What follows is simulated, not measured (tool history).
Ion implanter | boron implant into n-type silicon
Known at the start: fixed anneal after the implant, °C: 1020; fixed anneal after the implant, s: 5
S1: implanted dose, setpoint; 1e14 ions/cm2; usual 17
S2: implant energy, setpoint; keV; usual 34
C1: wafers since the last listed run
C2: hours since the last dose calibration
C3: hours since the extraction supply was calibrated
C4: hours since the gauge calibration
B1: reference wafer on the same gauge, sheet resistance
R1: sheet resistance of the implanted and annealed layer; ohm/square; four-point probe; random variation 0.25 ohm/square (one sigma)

run 1 hour=0 | S1=17 S2=39.5 | C1=0 C2=511.9 C3=5064.5 C4=881.9 | B1=84.7 | R1=79.18
run 2 hour=98.1 | S1=17 S2=39.5 | C1=1617 C2=610 C3=5162.6 C4=980 | B1=84.8 | R1=79.16
run 3 hour=149.4 | S1=17 S2=39.5 | C1=845 C2=661.3 C3=5213.9 C4=1031.3 | B1=84.81 | R1=79.64
run 4 hour=193 | S1=17 S2=34 | C1=718 C2=704.9 C3=5257.5 C4=1074.9 | B1=84.69 | R1=80.75
-- hour=237.1 gauge calibrated
run 5 hour=274.5 | S1=14.91 S2=26 | C1=1343 C2=786.4 C3=5339 C4=37.4 | B1=81.3 | R1=86.65
-- hour=322 Faraday cup replaced and dose calibrated
run 6 hour=332.2 | S1=17 S2=34 | C1=819 C2=10.2 C3=5396.7 C4=95.1 | B1=81.89 | R1=77.53
run 7 hour=413.7 | S1=17 S2=34 | C1=1343 C2=91.7 C3=5478.2 C4=176.6 | B1=82.39 | R1=78.37
run 8 hour=457.1 | S1=17 S2=27.5 | C1=715 C2=135.1 C3=5521.6 C4=220 | B1=82.63 | R1=80.3
run 9 hour=562.7 | S1=17 S2=27.5 | C1=1740 C2=240.7 C3=5627.2 C4=325.6 | B1=83.1 | R1=80.49
run 10 hour=669.5 | S1=17 S2=34 | C1=1760 C2=347.5 C3=5734 C4=432.4 | B1=83.39 | R1=79.1
run 11 hour=766.7 | S1=17 S2=34 | C1=1602 C2=444.7 C3=5831.2 C4=529.6 | B1=83.59 | R1=78.82
run 12 hour=856.5 | S1=18.07 S2=34 | C1=1480 C2=534.5 C3=5921 C4=619.4 | B1=83.79 | R1=76.72
run 13 hour=942.1 | S1=14.38 S2=44.5 | C1=1411 C2=620.1 C3=6006.6 C4=705 | B1=83.97 | R1=88.96
run 14 hour=1030 | S1=13.87 S2=39 | C1=1448 C2=708 C3=6094.5 C4=792.9 | B1=84.01 | R1=92.2
-- hour=1082.2 extraction supply calibrated
-- hour=1094.7 gauge calibrated
run 15 hour=1122.9 | S1=12.29 S2=29.5 | C1=1399 C2=800.9 C3=40.7 C4=28.2 | B1=81.13 | R1=99.05
run 16 hour=1212.1 | S1=17 S2=34 | C1=1470 C2=890.1 C3=129.9 C4=117.4 | B1=81.98 | R1=77.91
-- hour=1253.4 Faraday cup replaced and dose calibrated
run 17 hour=1312.7 | S1=17 S2=34 | C1=1526 C2=59.3 C3=230.5 C4=218 | B1=82.54 | R1=78.73
run 18 hour=1355.5 | S1=17 S2=25.5 | C1=705 C2=102.1 C3=273.3 C4=260.8 | B1=82.69 | R1=81.12
run 19 hour=1457.2 | S1=21.32 S2=40 | C1=1676 C2=203.8 C3=375 C4=362.5 | B1=83.15 | R1=66.15
run 20 hour=1502 | S1=17 S2=34 | C1=738 C2=248.6 C3=419.8 C4=407.3 | B1=83.22 | R1=78.89
run 21 hour=1590.5 | S1=19.82 S2=41 | C1=1458 C2=337.1 C3=508.3 C4=495.8 | B1=83.49 | R1=69.69
run 22 hour=1657.2 | S1=17 S2=45.5 | C1=1099 C2=403.8 C3=575 C4=562.5 | B1=83.51 | R1=77.53
run 23 hour=1714.9 | S1=13.3 S2=29.5 | C1=951 C2=461.5 C3=632.7 C4=620.2 | B1=83.8 | R1=95.77
run 24 hour=1771.3 | S1=14.47 S2=34 | C1=929 C2=517.9 C3=689.1 C4=676.6 | B1=83.81 | R1=89.74
run 25 hour=1869.4 | S1=17 S2=34 | C1=1617 C2=616 C3=787.2 C4=774.7 | B1=83.96 | R1=79.8

Forecast each of these 4 alternatives for the next run:
run A hour=1869.8 | S1=18.5 S2=34 | C1=6 C2=616.4 C3=787.6 C4=775.1 | B1=? | R1=?
run B hour=1869.8 | S1=15.42 S2=39.5 | C1=6 C2=616.4 C3=787.6 C4=775.1 | B1=? | R1=?
run C hour=1869.8 | S1=21.73 S2=44 | C1=6 C2=616.4 C3=787.6 C4=775.1 | B1=? | R1=?
run D hour=1869.8 | S1=14.12 S2=44.5 | C1=6 C2=616.4 C3=787.6 C4=775.1 | B1=? | R1=?

run=A B1=83.88 R1=74.88
run=B B1=83.88 R1=84.39
run=C B1=83.88 R1=64.92
run=D B1=83.88 R1=89.76
Without the tool's hidden state the same runs would have given:
run=A R1=72.61
run=B R1=81.83
run=C R1=62.95
run=D R1=87.03

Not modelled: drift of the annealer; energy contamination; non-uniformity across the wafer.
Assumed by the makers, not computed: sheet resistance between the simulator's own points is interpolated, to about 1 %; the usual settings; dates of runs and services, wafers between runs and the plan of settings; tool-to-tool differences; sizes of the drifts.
